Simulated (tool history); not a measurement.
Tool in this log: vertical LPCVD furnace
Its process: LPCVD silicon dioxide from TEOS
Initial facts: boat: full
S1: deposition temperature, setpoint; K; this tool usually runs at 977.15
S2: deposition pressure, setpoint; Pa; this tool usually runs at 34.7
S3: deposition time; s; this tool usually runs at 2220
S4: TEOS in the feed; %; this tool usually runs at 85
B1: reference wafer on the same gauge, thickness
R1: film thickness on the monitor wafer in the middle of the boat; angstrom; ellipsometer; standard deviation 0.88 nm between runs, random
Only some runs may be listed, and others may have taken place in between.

run	hour	S1	S2	S3	S4	B1	R1
1	0	977.15	34.7	2220	85	293.91	3362.7
2	31.2	977.15	34.7	2220	85	293.86	3372.9
3	58	977.15	34.7	2220	85	294.28	3366.5
4	83.6	977.15	34.7	2220	85	294.09	3396.8
5	116.2	977.15	34.7	2220	85	294.07	3393.6
6	156.2	977.15	34.7	2430	85	293.74	3722
7	227.5	977.15	34.7	2220	85	293.67	3402.3
8	274.3	977.15	34.7	2220	85	294.15	3419.6
9	298.4	977.15	34.7	2220	85	294.02	3404.4
10	339.3	980.15	28	1830	85	293.84	2723.3
11	366.8	977.15	34.7	1830	85	294.22	2828.8
12	410.2	977.15	34.7	2220	80	293.92	3324
13	490.6	977.15	34.7	2220	85	293.77	3431
14	536.1	985.15	38.7	2220	85	294.18	4357.8
15	582.8	977.15	34.7	2220	85	294.08	3456
16	630.4	977.15	34.7	1500	79	294.24	2030.3
17	701.8	977.15	34.7	2220	85	294.18	3123.2
18	750.5	977.15	34.7	1350	85	293.91	1889
19	809.8	977.15	38	1500	79	293.87	2122.1

Put back what was entered between runs (4 entries, withheld): which listed runs does each sit between, and how does the hidden state differ from the listed run before to the listed run after?
From run 11 to run 12: gauge calibrated (hour 397.5)
  true tube temperature minus thermocouple reading, K: 4.27 -> 4.34
  measured value less the no-hidden-state value, R1: +264 -> +315.4 angstrom
From run 12 to run 13: TEOS flow controller replaced (hour 478.6); pressure gauge zeroed (hour 490.1)
  true tube temperature minus thermocouple reading, K: 4.34 -> 4.49
  measured value less the no-hidden-state value, R1: +315.4 -> +335.8 angstrom
From run 15 to run 16: thermocouples replaced and temperature profile calibrated (hour 611.9)
  true tube temperature minus thermocouple reading, K: 4.66 -> 0.0495
  measured value less the no-hidden-state value, R1: +350.3 -> +2.4 angstrom

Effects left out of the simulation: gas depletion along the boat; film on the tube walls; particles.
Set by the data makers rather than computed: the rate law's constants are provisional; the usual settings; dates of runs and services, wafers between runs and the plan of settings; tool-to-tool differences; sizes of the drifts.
